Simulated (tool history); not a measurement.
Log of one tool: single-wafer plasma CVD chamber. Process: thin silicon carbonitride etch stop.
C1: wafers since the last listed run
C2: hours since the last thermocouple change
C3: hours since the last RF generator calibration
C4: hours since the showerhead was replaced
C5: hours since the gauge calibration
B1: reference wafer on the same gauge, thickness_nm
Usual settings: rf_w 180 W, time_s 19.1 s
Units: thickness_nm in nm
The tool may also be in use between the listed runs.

run 1 hour=0 | rf_w=180 time_s=19.1 | C1=0 C2=1668 C3=1022.2 C4=3966.6 C5=307.9 | B1=8.757 | thickness_nm=10.609
run 2 hour=65.5 | rf_w=180 time_s=19.1 | C1=2519 C2=1733.5 C3=1087.7 C4=4032.1 C5=373.4 | B1=8.773 | thickness_nm=10.698
run 3 hour=130.7 | rf_w=205 time_s=19.1 | C1=2507 C2=1798.7 C3=1152.9 C4=4097.3 C5=438.6 | B1=8.789 | thickness_nm=11.051
run 4 hour=231.9 | rf_w=205 time_s=19.1 | C1=3892 C2=1899.9 C3=1254.1 C4=4198.5 C5=539.8 | B1=8.798 | thickness_nm=11.108
run 5 hour=294.3 | rf_w=205 time_s=19.1 | C1=2400 C2=1962.3 C3=1316.5 C4=4260.9 C5=602.2 | B1=8.799 | thickness_nm=11.079
run 6 hour=354.5 | rf_w=170 time_s=19.1 | C1=2315 C2=2022.5 C3=1376.7 C4=4321.1 C5=662.4 | B1=8.832 | thickness_nm=10.516
-- hour=461.4 thermocouple changed; heater temperature recalibrated
run 7 hour=461.9 | rf_w=170 time_s=19.1 | C1=3823 C2=0.5 C3=1484.1 C4=4428.5 C5=769.8 | B1=8.837 | thickness_nm=10.566
run 8 hour=515.2 | rf_w=180 time_s=17 | C1=2050 C2=53.8 C3=1537.4 C4=4481.8 C5=823.1 | B1=8.824 | thickness_nm=9.493
run 9 hour=569.1 | rf_w=180 time_s=19.1 | C1=2073 C2=107.7 C3=1591.3 C4=4535.7 C5=877 | B1=8.859 | thickness_nm=10.735
-- hour=657.6 RF generator calibrated
run 10 hour=658.1 | rf_w=195 time_s=17.8 | C1=3115 C2=196.7 C3=0.5 C4=4624.7 C5=966 | B1=8.845 | thickness_nm=10.275
-- hour=717.3 gauge calibrated
run 11 hour=741.4 | rf_w=180 time_s=15.4 | C1=3204 C2=280 C3=83.8 C4=4708 C5=24.1 | B1=8.629 | thickness_nm=8.444
-- hour=787.4 showerhead replaced
run 12 hour=840.5 | rf_w=205 time_s=18.1 | C1=3504 C2=379.1 C3=182.9 C4=53.1 C5=123.2 | B1=8.704 | thickness_nm=10.4
run 13 hour=948.3 | rf_w=170 time_s=21 | C1=4146 C2=486.9 C3=290.7 C4=160.9 C5=231 | B1=8.746 | thickness_nm=11.581
run 14 hour=1052.2 | rf_w=200 time_s=15.3 | C1=3996 C2=590.8 C3=394.6 C4=264.8 C5=334.9 | B1=8.798 | thickness_nm=8.818
run 15 hour=1141.3 | rf_w=180 time_s=22.9 | C1=3427 C2=679.9 C3=483.7 C4=353.9 C5=424 | B1=8.807 | thickness_nm=12.89
run 16 hour=1204.8 | rf_w=180 time_s=19.1 | C1=2442 C2=743.4 C3=547.2 C4=417.4 C5=487.5 | B1=8.828 | thickness_nm=10.746

Forecast each of these 4 alternatives for the next run:
run A hour=1205.2 | rf_w=210 time_s=19.1 | C1=15 C2=743.8 C3=547.6 C4=417.8 C5=487.9 | B1=? | thickness_nm=?
run B hour=1205.2 | rf_w=165 time_s=20.1 | C1=15 C2=743.8 C3=547.6 C4=417.8 C5=487.9 | B1=? | thickness_nm=?
run C hour=1205.2 | rf_w=165 time_s=15.4 | C1=15 C2=743.8 C3=547.6 C4=417.8 C5=487.9 | B1=? | thickness_nm=?
run D hour=1205.2 | rf_w=200 time_s=17.5 | C1=15 C2=743.8 C3=547.6 C4=417.8 C5=487.9 | B1=? | thickness_nm=?

run=A B1=8.825 thickness_nm=11.203
run=B B1=8.825 thickness_nm=10.979
run=C B1=8.825 thickness_nm=8.412
run=D B1=8.825 thickness_nm=10.118
Without the tool's hidden state the same runs would have given:
run=A thickness_nm=10.913
run=B thickness_nm=10.695
run=C thickness_nm=8.194
run=D thickness_nm=9.855
